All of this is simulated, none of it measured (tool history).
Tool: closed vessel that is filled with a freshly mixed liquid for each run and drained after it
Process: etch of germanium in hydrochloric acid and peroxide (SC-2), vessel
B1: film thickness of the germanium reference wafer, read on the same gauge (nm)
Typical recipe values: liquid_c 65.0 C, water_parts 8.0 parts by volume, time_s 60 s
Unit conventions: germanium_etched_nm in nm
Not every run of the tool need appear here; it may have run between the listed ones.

{"run": 1, "hour": 0.0, "liquid_c": 58.5, "water_parts": 8.0, "time_s": 60, "B1": 120.03, "germanium_etched_nm": 233.85}
{"run": 2, "hour": 36.1, "liquid_c": 58.5, "water_parts": 8.0, "time_s": 60, "B1": 119.99, "germanium_etched_nm": 233.32}
{"run": 3, "hour": 71.9, "liquid_c": 65.0, "water_parts": 8.0, "time_s": 60, "B1": 120.0, "germanium_etched_nm": 282.79}
{"hour": 83.9, "done": "thermometer replaced"}
{"run": 4, "hour": 262.8, "liquid_c": 65.0, "water_parts": 8.0, "time_s": 60, "B1": 119.98, "germanium_etched_nm": 281.36}
{"hour": 303.5, "done": "chemicals flow meter replaced"}
{"run": 5, "hour": 329.5, "liquid_c": 68.5, "water_parts": 8.0, "time_s": 60, "B1": 120.05, "germanium_etched_nm": 310.42}
{"run": 6, "hour": 380.2, "liquid_c": 68.5, "water_parts": 8.0, "time_s": 60, "B1": 120.01, "germanium_etched_nm": 311.88}
{"run": 7, "hour": 425.0, "liquid_c": 68.5, "water_parts": 8.0, "time_s": 60, "B1": 120.0, "germanium_etched_nm": 311.76}
{"hour": 427.5, "done": "gauge calibrated"}
{"run": 8, "hour": 484.9, "liquid_c": 65.0, "water_parts": 8.0, "time_s": 60, "B1": 119.99, "germanium_etched_nm": 281.87}
{"run": 9, "hour": 519.0, "liquid_c": 65.0, "water_parts": 8.0, "time_s": 60, "B1": 120.04, "germanium_etched_nm": 282.42}
{"run": 10, "hour": 573.6, "liquid_c": 62.5, "water_parts": 4.5, "time_s": 45, "B1": 120.01, "germanium_etched_nm": 203.65}
{"hour": 578.3, "done": "thermometer replaced"}
{"hour": 591.6, "done": "new drum of peroxide connected"}
{"run": 11, "hour": 627.9, "liquid_c": 65.0, "water_parts": 8.0, "time_s": 30, "B1": 119.98, "germanium_etched_nm": 140.3}
{"run": 12, "hour": 687.9, "liquid_c": 72.0, "water_parts": 10.5, "time_s": 50, "B1": 119.98, "germanium_etched_nm": 276.7}
{"run": 13, "hour": 732.3, "liquid_c": 65.0, "water_parts": 6.5, "time_s": 50, "B1": 120.0, "germanium_etched_nm": 238.57}
{"run": 14, "hour": 758.2, "liquid_c": 65.0, "water_parts": 10.0, "time_s": 60, "B1": 120.01, "germanium_etched_nm": 274.74}
{"run": 15, "hour": 818.5, "liquid_c": 72.0, "water_parts": 8.0, "time_s": 80, "B1": 120.0, "germanium_etched_nm": 457.95}
{"run": 16, "hour": 859.6, "liquid_c": 55.5, "water_parts": 8.0, "time_s": 60, "B1": 119.99, "germanium_etched_nm": 212.59}
{"run": 17, "hour": 941.5, "liquid_c": 65.0, "water_parts": 8.0, "time_s": 60, "B1": 119.99, "germanium_etched_nm": 282.34}
{"run": 18, "hour": 971.5, "liquid_c": 71.0, "water_parts": 8.0, "time_s": 60, "B1": 120.0, "germanium_etched_nm": 335.14}
{"run": 19, "hour": 1000.0, "liquid_c": 65.0, "water_parts": 8.0, "time_s": 60, "B1": 119.97, "germanium_etched_nm": 283.32}

4 options for the next run, each taken on its own from the tool as it stands now. Forecast them:
{"run": "A", "hour": 1000.7, "liquid_c": 65.0, "water_parts": 8.0, "time_s": 60, "B1": "?", "germanium_etched_nm": "?"}
{"run": "B", "hour": 1000.7, "liquid_c": 55.0, "water_parts": 8.0, "time_s": 75, "B1": "?", "germanium_etched_nm": "?"}
{"run": "C", "hour": 1000.7, "liquid_c": 72.0, "water_parts": 5.0, "time_s": 60, "B1": "?", "germanium_etched_nm": "?"}
{"run": "D", "hour": 1000.7, "liquid_c": 56.5, "water_parts": 8.0, "time_s": 60, "B1": "?", "germanium_etched_nm": "?"}

run=A B1=119.96 germanium_etched_nm=283.03
run=B B1=119.96 germanium_etched_nm=263.28
run=C B1=119.96 germanium_etched_nm=355.95
run=D B1=119.96 germanium_etched_nm=220.45
Without the tool's unlogged condition, the same runs would have read:
run=A germanium_etched_nm=280.74
run=B germanium_etched_nm=260.78
run=C germanium_etched_nm=352.67
run=D germanium_etched_nm=218.40
